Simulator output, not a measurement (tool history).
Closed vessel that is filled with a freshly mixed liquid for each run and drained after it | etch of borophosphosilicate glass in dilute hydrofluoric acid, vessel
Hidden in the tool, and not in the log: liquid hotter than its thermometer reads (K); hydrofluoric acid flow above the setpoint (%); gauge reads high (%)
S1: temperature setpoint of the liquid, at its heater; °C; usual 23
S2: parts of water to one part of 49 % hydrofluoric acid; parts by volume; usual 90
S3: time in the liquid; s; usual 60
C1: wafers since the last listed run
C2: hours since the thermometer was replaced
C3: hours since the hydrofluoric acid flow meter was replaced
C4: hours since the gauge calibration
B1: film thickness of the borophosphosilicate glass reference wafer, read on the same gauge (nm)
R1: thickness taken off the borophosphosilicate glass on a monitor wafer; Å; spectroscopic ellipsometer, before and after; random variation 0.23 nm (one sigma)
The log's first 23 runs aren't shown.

run	day	S1	S2	S3	C1	C2	C3	C4	B1	R1
24	43.846	23	125	60	2757	510.2	156.4	625	129.97	240.9
25	45.646	18	65	60	3160	553.4	199.6	668.2	129.99	409.7
26	48.2	20.5	65	85	4484	614.7	260.9	729.5	129.99	641.8
27	50.112	21.5	65	80	3357	660.6	306.8	775.4	130.01	635.4
28	52.025	23	130	95	3357	706.5	352.7	821.3	129.99	377
29	53.508	23	90	40	2604	742.1	388.3	856.9	130.05	237.3
30	55.171	27	105	40	2918	782	428.2	896.8	129.98	231.7
31	56.412	20.5	105	90	2180	811.8	458	926.6	130	414.1

5 ways to go on from here, each from the tool as it stands after run 31. What would each give?
A	56.442	23	90	60	51	812.5	458.7	927.3	?	?
B	56.442	21.5	90	50	51	812.5	458.7	927.3	?	?
C	56.442	21.5	60	35	51	812.5	458.7	927.3	?	?
D	56.442	23	130	60	51	812.5	458.7	927.3	?	?
E	56.442	23	90	90	51	812.5	458.7	927.3	?	?

run	B1	R1
A	129.98	358.7
B	129.98	281.2
C	129.98	305.8
D	129.98	237.2
E	129.98	538
Without the tool's hidden state the same runs would have given:
run	R1
A	344.7
B	270.3
C	294.3
D	227.6
E	517.1
